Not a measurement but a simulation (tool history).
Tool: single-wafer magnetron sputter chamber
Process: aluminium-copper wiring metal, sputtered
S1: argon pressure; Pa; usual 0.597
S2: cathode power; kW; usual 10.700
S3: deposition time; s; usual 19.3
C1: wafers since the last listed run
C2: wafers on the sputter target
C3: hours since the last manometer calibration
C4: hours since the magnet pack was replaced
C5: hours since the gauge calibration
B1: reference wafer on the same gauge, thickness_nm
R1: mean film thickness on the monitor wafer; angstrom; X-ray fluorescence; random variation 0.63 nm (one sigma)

run 1 hour=0.0 | S1=0.597 S2=10.700 S3=21.4 | C1=0 C2=4965 C3=1596.6 C4=12541.5 C5=17.2 | B1=282.132 | R1=3729.07
run 2 hour=13.7 | S1=0.597 S2=10.700 S3=21.4 | C1=318 C2=5283 C3=1610.3 C4=12555.2 C5=30.9 | B1=282.004 | R1=3738.25
run 3 hour=49.2 | S1=0.763 S2=10.700 S3=19.3 | C1=824 C2=6108 C3=1645.8 C4=12590.7 C5=66.4 | B1=282.032 | R1=3150.19
run 4 hour=84.6 | S1=0.597 S2=10.700 S3=19.3 | C1=822 C2=6930 C3=1681.2 C4=12626.1 C5=101.8 | B1=282.113 | R1=3343.01
run 5 hour=108.5 | S1=0.597 S2=10.700 S3=19.3 | C1=555 C2=7486 C3=1705.1 C4=12650.0 C5=125.7 | B1=282.040 | R1=3336.42
run 6 hour=123.9 | S1=0.597 S2=10.700 S3=19.3 | C1=357 C2=7843 C3=1720.5 C4=12665.4 C5=141.1 | B1=282.173 | R1=3332.57
run 7 hour=138.7 | S1=0.597 S2=10.700 S3=19.3 | C1=343 C2=8187 C3=1735.3 C4=12680.2 C5=155.9 | B1=281.946 | R1=3316.67
run 8 hour=154.5 | S1=0.597 S2=10.700 S3=19.3 | C1=367 C2=8554 C3=1751.1 C4=12696.0 C5=171.7 | B1=282.248 | R1=3319.21
run 9 hour=185.2 | S1=0.597 S2=8.550 S3=19.3 | C1=713 C2=9268 C3=1781.8 C4=12726.7 C5=202.4 | B1=282.125 | R1=2836.84
run 10 hour=200.1 | S1=0.597 S2=8.550 S3=19.3 | C1=346 C2=9614 C3=1796.7 C4=12741.6 C5=217.3 | B1=282.081 | R1=2829.36
-- hour=215.9 sputter target and shields replaced
-- hour=230.1 magnet pack replaced
run 11 hour=235.3 | S1=0.597 S2=8.550 S3=19.3 | C1=446 C2=263 C3=1831.9 C4=5.2 C5=252.5 | B1=282.087 | R1=2880.95
run 12 hour=262.4 | S1=0.376 S2=11.500 S3=22.9 | C1=629 C2=893 C3=1859.0 C4=32.3 C5=279.6 | B1=281.980 | R1=4578.06
-- hour=273.3 capacitance manometer re-zeroed and calibrated
run 13 hour=276.8 | S1=0.792 S2=8.150 S3=15.9 | C1=148 C2=1042 C3=3.5 C4=46.7 C5=294.0 | B1=282.048 | R1=2211.83
run 14 hour=298.3 | S1=0.597 S2=10.700 S3=19.3 | C1=499 C2=1541 C3=25.0 C4=68.2 C5=315.5 | B1=281.951 | R1=3452.30
run 15 hour=310.9 | S1=0.676 S2=11.750 S3=21.5 | C1=292 C2=1834 C3=37.6 C4=80.8 C5=328.1 | B1=282.002 | R1=4014.67
run 16 hour=336.7 | S1=0.597 S2=8.550 S3=19.3 | C1=599 C2=2433 C3=63.4 C4=106.6 C5=353.9 | B1=282.037 | R1=2962.31
run 17 hour=367.6 | S1=0.597 S2=8.800 S3=19.3 | C1=717 C2=3151 C3=94.3 C4=137.5 C5=384.8 | B1=282.082 | R1=3006.04
-- hour=379.2 gauge calibrated
run 18 hour=389.2 | S1=0.681 S2=8.100 S3=22.4 | C1=501 C2=3653 C3=115.9 C4=159.1 C5=10.0 | B1=282.119 | R1=3197.85
run 19 hour=422.8 | S1=0.409 S2=10.700 S3=19.3 | C1=780 C2=4434 C3=149.5 C4=192.7 C5=43.6 | B1=281.872 | R1=3695.08
run 20 hour=442.7 | S1=0.775 S2=12.550 S3=22.5 | C1=462 C2=4896 C3=169.4 C4=212.6 C5=63.5 | B1=281.939 | R1=4227.02
run 21 hour=462.6 | S1=0.532 S2=10.700 S3=19.3 | C1=462 C2=5359 C3=189.3 C4=232.5 C5=83.4 | B1=281.950 | R1=3503.82
run 22 hour=481.9 | S1=0.431 S2=10.700 S3=15.8 | C1=448 C2=5807 C3=208.6 C4=251.8 C5=102.7 | B1=282.005 | R1=2977.74

5 ways to go on from here, each from the tool as it stands after run 22. What would each give?
run A hour=482.3 | S1=0.597 S2=11.550 S3=19.3 | C1=9 C2=5817 C3=209.0 C4=252.2 C5=103.1 | B1=? | R1=?
run B hour=482.3 | S1=0.597 S2=10.700 S3=21.1 | C1=9 C2=5817 C3=209.0 C4=252.2 C5=103.1 | B1=? | R1=?
run C hour=482.3 | S1=0.597 S2=12.350 S3=19.3 | C1=9 C2=5817 C3=209.0 C4=252.2 C5=103.1 | B1=? | R1=?
run D hour=482.3 | S1=0.597 S2=10.700 S3=16.5 | C1=9 C2=5817 C3=209.0 C4=252.2 C5=103.1 | B1=? | R1=?
run E hour=482.3 | S1=0.597 S2=9.650 S3=19.3 | C1=9 C2=5817 C3=209.0 C4=252.2 C5=103.1 | B1=? | R1=?

run=A B1=281.863 R1=3621.62
run=B B1=281.863 R1=3747.72
run=C B1=281.863 R1=3803.84
run=D B1=281.863 R1=2930.68
run=E B1=281.863 R1=3188.85
Without the tool's hidden state the same runs would have given:
run=A R1=3690.81
run=B R1=3819.33
run=C R1=3876.51
run=D R1=2986.68
run=E R1=3249.78
